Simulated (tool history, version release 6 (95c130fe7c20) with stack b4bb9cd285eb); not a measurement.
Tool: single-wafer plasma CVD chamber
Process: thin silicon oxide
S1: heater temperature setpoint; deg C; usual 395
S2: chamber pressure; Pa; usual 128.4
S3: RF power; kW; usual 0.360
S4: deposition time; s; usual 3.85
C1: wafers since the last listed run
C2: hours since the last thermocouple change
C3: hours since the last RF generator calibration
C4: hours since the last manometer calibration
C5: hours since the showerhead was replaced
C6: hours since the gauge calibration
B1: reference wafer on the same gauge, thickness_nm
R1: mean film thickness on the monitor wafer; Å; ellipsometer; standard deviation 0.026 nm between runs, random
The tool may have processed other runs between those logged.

| run | day | S1 | S2 | S3 | S4 | C1 | C2 | C3 | C4 | C5 | C6 | B1 | R1 |
|---|---|---|---|---|---|---|---|---|---|---|---|---|---|
| 1 | 0.000 | 395 | 128.4 | 0.360 | 3.85 | 0 | 2097.8 | 839.5 | 2369.9 | 2106.6 | 87.1 | 7.748 | 93.41 |
| 2 | 1.321 | 395 | 128.4 | 0.360 | 3.49 | 713 | 2129.5 | 871.2 | 2401.6 | 2138.3 | 118.8 | 7.751 | 84.78 |
| 3 | 2.675 | 395 | 128.4 | 0.360 | 3.49 | 731 | 2162.0 | 903.7 | 2434.1 | 2170.8 | 151.3 | 7.750 | 84.45 |
| 4 | 3.946 | 395 | 128.4 | 0.360 | 3.49 | 686 | 2192.5 | 934.2 | 2464.6 | 2201.3 | 181.8 | 7.755 | 84.37 |
| 5 | 4.854 | 395 | 128.4 | 0.360 | 3.50 | 490 | 2214.3 | 956.0 | 2486.4 | 2223.1 | 203.6 | 7.756 | 85.07 |
|  | 6.000 | capacitance manometer re-zeroed and calibrated |
| 6 | 6.054 | 395 | 128.4 | 0.360 | 3.50 | 468 | 2243.1 | 984.8 | 1.3 | 2251.9 | 232.4 | 7.756 | 86.57 |
|  | 7.483 | RF generator calibrated |
| 7 | 7.504 | 389 | 128.4 | 0.360 | 3.85 | 603 | 2277.9 | 0.5 | 36.1 | 2286.7 | 267.2 | 7.743 | 96.05 |
| 8 | 8.317 | 395 | 128.4 | 0.360 | 3.47 | 438 | 2297.4 | 20.0 | 55.6 | 2306.2 | 286.7 | 7.752 | 86.21 |
| 9 | 9.408 | 395 | 128.4 | 0.360 | 3.85 | 589 | 2323.6 | 46.2 | 81.8 | 2332.4 | 312.9 | 7.750 | 95.45 |
|  | 10.346 | capacitance manometer re-zeroed and calibrated, repeated, since the last time left the tool worse |
| 10 | 10.367 | 395 | 128.4 | 0.360 | 3.85 | 337 | 2346.6 | 69.2 | 0.5 | 2355.4 | 335.9 | 7.749 | 90.56 |
| 11 | 10.629 | 395 | 128.4 | 0.360 | 3.85 | 141 | 2352.9 | 75.5 | 6.8 | 2361.7 | 342.2 | 7.752 | 89.99 |
| 12 | 11.696 | 395 | 128.4 | 0.360 | 3.85 | 576 | 2378.5 | 101.1 | 32.4 | 2387.3 | 367.8 | 7.753 | 90.41 |
|  | 12.292 | thermocouple changed; heater temperature recalibrated |
| 13 | 12.633 | 395 | 128.4 | 0.360 | 3.31 | 326 | 8.2 | 123.6 | 54.9 | 2409.8 | 390.3 | 7.750 | 77.55 |
| 14 | 14.067 | 384 | 106.3 | 0.335 | 4.22 | 774 | 42.6 | 158.0 | 89.3 | 2444.2 | 424.7 | 7.745 | 85.24 |
| 15 | 16.338 | 395 | 128.4 | 0.360 | 4.19 | 1226 | 97.1 | 212.5 | 143.8 | 2498.7 | 479.2 | 7.752 | 98.07 |
| 16 | 17.317 | 381 | 114.9 | 0.325 | 4.25 | 528 | 120.6 | 236.0 | 167.3 | 2522.2 | 502.7 | 7.754 | 89.85 |
|  | 17.858 | gauge calibrated |
| 17 | 18.138 | 406 | 128.4 | 0.310 | 3.63 | 443 | 140.3 | 255.7 | 187.0 | 2541.9 | 6.7 | 7.757 | 79.50 |
| 18 | 19.633 | 406 | 128.4 | 0.310 | 3.63 | 807 | 176.2 | 291.6 | 222.9 | 2577.8 | 42.6 | 7.755 | 79.49 |
| 19 | 20.546 | 395 | 128.4 | 0.360 | 3.85 | 492 | 198.1 | 313.5 | 244.8 | 2599.7 | 64.5 | 7.754 | 90.35 |
|  | 21.979 | showerhead replaced |
| 20 | 22.000 | 382 | 128.4 | 0.315 | 3.85 | 605 | 233.0 | 348.4 | 279.7 | 0.5 | 99.4 | 7.753 | 87.06 |
| 21 | 22.312 | 382 | 128.4 | 0.335 | 3.85 | 168 | 240.5 | 355.9 | 287.2 | 8.0 | 106.9 | 7.745 | 88.91 |
| 22 | 23.221 | 402 | 149.1 | 0.360 | 3.25 | 490 | 262.3 | 377.7 | 309.0 | 29.8 | 128.7 | 7.755 | 82.56 |
| 23 | 24.442 | 388 | 158.3 | 0.360 | 4.19 | 659 | 291.6 | 407.0 | 338.3 | 59.1 | 158.0 | 7.747 | 111.09 |
| 24 | 25.200 | 400 | 128.4 | 0.380 | 3.85 | 409 | 309.8 | 425.2 | 356.5 | 77.3 | 176.2 | 7.747 | 91.93 |
| 25 | 26.383 | 395 | 128.4 | 0.360 | 3.85 | 639 | 338.2 | 453.6 | 384.9 | 105.7 | 204.6 | 7.757 | 90.60 |
| 26 | 27.550 | 395 | 112.7 | 0.360 | 3.85 | 630 | 366.2 | 481.6 | 412.9 | 133.7 | 232.6 | 7.748 | 83.31 |
| 27 | 28.612 | 380 | 142.4 | 0.425 | 3.15 | 573 | 391.7 | 507.1 | 438.4 | 159.2 | 258.1 | 7.752 | 84.18 |
| 28 | 30.092 | 406 | 128.4 | 0.360 | 3.36 | 798 | 427.2 | 542.6 | 473.9 | 194.7 | 293.6 | 7.743 | 78.62 |

Measured result minus the same run's result without the hidden state. Both carry the same run-to-run variation, though not necessarily the same gauge scatter:
The tool's hidden condition here consists of: wafer temperature above the value expected at the setpoint (K); delivered RF power above the setpoint (%); true pressure above the setpoint (%); gauge reads high (%).
| run | R1 |
|---|---|
| 1 | +2.88 |
| 2 | +2.63 |
| 3 | +2.65 |
| 4 | +2.67 |
| 5 | +2.71 |
| 6 | +4.64 |
| 7 | +5.18 |
| 8 | +4.67 |
| 9 | +5.18 |
| 10 | -0.29 |
| 11 | -0.28 |
| 12 | -0.25 |
| 13 | -0.20 |
| 14 | -0.17 |
| 15 | -0.12 |
| 16 | -0.09 |
| 17 | -0.06 |
| 18 | -0.02 |
| 19 | +0.00 |
| 20 | +0.04 |
| 21 | +0.06 |
| 22 | +0.06 |
| 23 | +0.11 |
| 24 | +0.14 |
| 25 | +0.17 |
| 26 | +0.18 |
| 27 | +0.17 |
| 28 | +0.23 |
